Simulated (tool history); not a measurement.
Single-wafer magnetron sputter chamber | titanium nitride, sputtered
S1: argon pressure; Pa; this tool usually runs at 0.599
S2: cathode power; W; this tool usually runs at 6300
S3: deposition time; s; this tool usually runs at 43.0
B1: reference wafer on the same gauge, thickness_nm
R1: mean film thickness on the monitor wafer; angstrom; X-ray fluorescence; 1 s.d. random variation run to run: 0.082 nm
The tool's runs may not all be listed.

run	day	S1	S2	S3	B1	R1
1	0.000	0.770	6300	43.0	53.479	504.08
2	0.492	0.662	6300	43.0	53.486	530.66
3	0.921	0.662	6300	43.0	53.472	527.76
4	1.529	0.599	6300	43.0	53.516	543.14
5	2.138	0.599	6300	43.0	53.492	541.56
6	2.554	0.599	6300	43.0	53.540	542.35
7	3.050	0.457	6300	43.0	53.505	579.64
8	3.317	0.457	6300	43.0	53.486	579.18
9	3.625	0.599	6300	43.0	53.512	542.01
10	4.267	0.599	6300	43.0	53.481	542.91
11	5.058	0.767	5200	40.8	53.502	395.61
12	5.446	0.599	6300	43.0	53.481	545.94
13	5.783	0.528	5450	38.5	53.489	436.62
14	6.354	0.489	6300	43.0	53.502	574.43
15	8.000	0.421	5900	49.6	53.457	637.91
16	8.704	0.409	6300	51.4	53.513	709.28
17	9.333	0.518	6300	43.0	53.496	565.60
18	9.954	0.599	7850	45.2	53.504	674.28
19	11.942	0.767	5200	40.8	53.480	367.43
20	12.454	0.728	6300	43.0	53.485	482.06

The log once held 5 entries between its listed runs, left out of this copy. Where does each go, and what is different about the tool's unlogged condition between the listed run before it and the listed run after it?
Run 9 -> run 10: gauge calibrated (day 4.146)
  deposition rate above that of a new target (%): -0.649 -> -0.675; true argon pressure above the setpoint (%): -14.3 -> -14.4
  the result without the hidden state subtracted from the measured one, R1: +22.43 -> +22.56 angstrom
Run 10 -> run 11: magnet pack replaced (day 5.038)
  deposition rate above that of a new target (%): -0.675 -> -0.697; true argon pressure above the setpoint (%): -14.4 -> -14.5
  the result without the hidden state subtracted from the measured one, R1: +22.56 -> +23.93 angstrom
Run 11 -> run 12: sputter target and shields replaced (day 5.425)
  deposition rate above that of a new target (%): -0.697 -> -0.0465; true argon pressure above the setpoint (%): -14.5 -> -14.6
  the result without the hidden state subtracted from the measured one, R1: +23.93 -> +26.36 angstrom
Run 17 -> run 18: capacitance manometer re-zeroed and calibrated (day 9.829)
  deposition rate above that of a new target (%): -0.625 -> -0.652; true argon pressure above the setpoint (%): -15.3 -> 1.16
  the result without the hidden state subtracted from the measured one, R1: +19.78 -> -7.10 angstrom
Run 19 -> run 20: sputter target and shields replaced (day 12.412)
  deposition rate above that of a new target (%): -0.7 -> -0.0936; true argon pressure above the setpoint (%): 0.795 -> 0.701
  the result without the hidden state subtracted from the measured one, R1: -3.98 -> -1.95 angstrom
